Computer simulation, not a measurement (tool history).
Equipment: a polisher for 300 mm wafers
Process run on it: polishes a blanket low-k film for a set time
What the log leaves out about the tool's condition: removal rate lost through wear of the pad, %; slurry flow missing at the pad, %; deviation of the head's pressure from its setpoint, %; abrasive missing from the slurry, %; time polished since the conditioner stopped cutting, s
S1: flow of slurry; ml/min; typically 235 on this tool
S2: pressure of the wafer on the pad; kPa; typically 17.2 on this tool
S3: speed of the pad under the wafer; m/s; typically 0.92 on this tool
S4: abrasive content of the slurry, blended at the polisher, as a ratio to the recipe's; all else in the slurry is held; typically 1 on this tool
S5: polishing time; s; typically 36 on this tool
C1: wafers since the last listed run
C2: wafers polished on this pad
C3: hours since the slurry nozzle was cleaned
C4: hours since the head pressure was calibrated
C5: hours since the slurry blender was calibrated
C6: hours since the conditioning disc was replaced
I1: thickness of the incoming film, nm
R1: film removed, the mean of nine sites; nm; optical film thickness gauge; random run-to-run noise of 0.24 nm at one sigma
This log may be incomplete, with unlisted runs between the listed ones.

run 1 hour=0 | S1=270 S2=15.2 S3=0.92 S4=1 S5=36 | C1=0 C2=926 C3=114 C4=710.4 C5=22.3 C6=198.2 | I1=515.7 | R1=14.4
run 2 hour=34.6 | S1=270 S2=15.2 S3=0.92 S4=1 S5=36 | C1=441 C2=1368 C3=148.6 C4=745 C5=56.9 C6=232.8 | I1=516.6 | R1=14.2
-- hour=43.8 worn pad replaced by a new one
run 3 hour=47.1 | S1=235 S2=17.2 S3=0.74 S4=1 S5=36 | C1=108 C2=41 C3=161.1 C4=757.5 C5=69.4 C6=245.3 | I1=512.4 | R1=13.1
run 4 hour=58.1 | S1=235 S2=17.2 S3=0.92 S4=1 S5=36 | C1=140 C2=182 C3=172.1 C4=768.5 C5=80.4 C6=256.3 | I1=518.7 | R1=15.7
run 5 hour=70.4 | S1=235 S2=17.2 S3=0.92 S4=1 S5=36 | C1=156 C2=338 C3=184.4 C4=780.8 C5=92.7 C6=268.6 | I1=503.6 | R1=15.7
-- hour=88.7 conditioning disc replaced and pad reconditioned
run 6 hour=89.2 | S1=235 S2=17.2 S3=0.92 S4=1 S5=36 | C1=214 C2=553 C3=203.2 C4=799.6 C5=111.5 C6=0.5 | I1=509.2 | R1=15.6
run 7 hour=102.6 | S1=235 S2=17.2 S3=0.92 S4=1 S5=36 | C1=170 C2=724 C3=216.6 C4=813 C5=124.9 C6=13.9 | I1=511.3 | R1=15.6
run 8 hour=110.6 | S1=255 S2=17.2 S3=1.16 S4=1 S5=36 | C1=102 C2=826 C3=224.6 C4=821 C5=132.9 C6=21.9 | I1=508.3 | R1=18.4
run 9 hour=127.2 | S1=235 S2=17.2 S3=0.92 S4=0.9 S5=30 | C1=211 C2=1038 C3=241.2 C4=837.6 C5=149.5 C6=38.5 | I1=505.2 | R1=12.4
run 10 hour=143.7 | S1=235 S2=17.2 S3=0.92 S4=0.9 S5=30 | C1=210 C2=1248 C3=257.7 C4=854.1 C5=166 C6=55 | I1=503.1 | R1=12.6
run 11 hour=157.1 | S1=235 S2=17.2 S3=0.92 S4=1 S5=36 | C1=170 C2=1419 C3=271.1 C4=867.5 C5=179.4 C6=68.4 | I1=517.7 | R1=15.1
-- hour=164.6 slurry nozzle cleaned
-- hour=166.7 worn pad replaced by a new one
run 12 hour=171.8 | S1=235 S2=17.2 S3=0.92 S4=1 S5=36 | C1=148 C2=64 C3=7.2 C4=882.2 C5=194.1 C6=83.1 | I1=504.1 | R1=16.2
-- hour=183.6 slurry blender recalibrated
run 13 hour=187.2 | S1=235 S2=17.2 S3=0.92 S4=1 S5=36 | C1=170 C2=235 C3=22.6 C4=897.6 C5=3.6 C6=98.5 | I1=511.7 | R1=16.3
run 14 hour=197.6 | S1=295 S2=13.8 S3=0.92 S4=1 S5=39 | C1=132 C2=368 C3=33 C4=908 C5=14 C6=108.9 | I1=505 | R1=14.2
run 15 hour=207.2 | S1=315 S2=17.2 S3=0.74 S4=1.15 S5=36 | C1=122 C2=491 C3=42.6 C4=917.6 C5=23.6 C6=118.5 | I1=514.9 | R1=14.3
run 16 hour=250.3 | S1=270 S2=17.2 S3=0.92 S4=1 S5=36 | C1=549 C2=1040 C3=85.7 C4=960.7 C5=66.7 C6=161.6 | I1=507.6 | R1=16.2
-- hour=262.3 head pressure recalibrated
-- hour=263 worn pad replaced by a new one
run 17 hour=264.1 | S1=235 S2=17.2 S3=1.06 S4=0.75 S5=36 | C1=141 C2=13 C3=99.5 C4=1.8 C5=80.5 C6=175.4 | I1=508.4 | R1=15.6
run 18 hour=275.1 | S1=235 S2=17.2 S3=0.92 S4=0.75 S5=36 | C1=140 C2=154 C3=110.5 C4=12.8 C5=91.5 C6=186.4 | I1=518.3 | R1=14.1
run 19 hour=292.7 | S1=235 S2=17.2 S3=0.92 S4=1 S5=36 | C1=224 C2=378 C3=128.1 C4=30.4 C5=109.1 C6=204 | I1=505.6 | R1=15.6
run 20 hour=304.2 | S1=255 S2=17.2 S3=1.16 S4=1 S5=36 | C1=146 C2=525 C3=139.6 C4=41.9 C5=120.6 C6=215.5 | I1=511.9 | R1=19.5
run 21 hour=314.9 | S1=235 S2=12.4 S3=0.92 S4=1 S5=36 | C1=136 C2=662 C3=150.3 C4=52.6 C5=131.3 C6=226.2 | I1=499.1 | R1=11.7
run 22 hour=323 | S1=235 S2=22.1 S3=0.74 S4=1.25 S5=24 | C1=103 C2=765 C3=158.4 C4=60.7 C5=139.4 C6=234.3 | I1=510.5 | R1=12.1
run 23 hour=329.6 | S1=285 S2=13.8 S3=0.92 S4=0.8 S5=36 | C1=84 C2=849 C3=165 C4=67.3 C5=146 C6=240.9 | I1=518.4 | R1=12.1
run 24 hour=338.1 | S1=235 S2=13.1 S3=0.92 S4=1 S5=36 | C1=108 C2=958 C3=173.5 C4=75.8 C5=154.5 C6=249.4 | I1=507.2 | R1=12
run 25 hour=351.9 | S1=235 S2=17.2 S3=0.92 S4=1.15 S5=28 | C1=176 C2=1134 C3=187.3 C4=89.6 C5=168.3 C6=263.2 | I1=503.3 | R1=13
-- hour=361.6 slurry blender recalibrated
run 26 hour=362.1 | S1=235 S2=17.2 S3=0.76 S4=1 S5=36 | C1=104 C2=1238 C3=197.5 C4=99.8 C5=0.5 C6=273.4 | I1=518.5 | R1=13.5
run 27 hour=375.2 | S1=275 S2=17.2 S3=0.92 S4=1 S5=36 | C1=167 C2=1405 C3=210.6 C4=112.9 C5=13.6 C6=286.5 | I1=509.3 | R1=16.3

Branching from run 27: 3 alternative next runs. What would each branch give?
run A hour=375.6 | S1=235 S2=17.2 S3=1.1 S4=1 S5=36 | C1=5 C2=1411 C3=211 C4=113.3 C5=14 C6=286.9 | I1=514.2 | R1=?
run B hour=375.6 | S1=195 S2=17.2 S3=0.74 S4=1 S5=36 | C1=5 C2=1411 C3=211 C4=113.3 C5=14 C6=286.9 | I1=514.2 | R1=?
run C hour=375.6 | S1=235 S2=17.2 S3=0.68 S4=0.8 S5=36 | C1=5 C2=1411 C3=211 C4=113.3 C5=14 C6=286.9 | I1=514.2 | R1=?

run=A R1=18
run=B R1=12.9
run=C R1=11.2
With no hidden state in the tool, these same runs would have given:
run=A R1=18.6
run=B R1=13.3
run=C R1=11.5
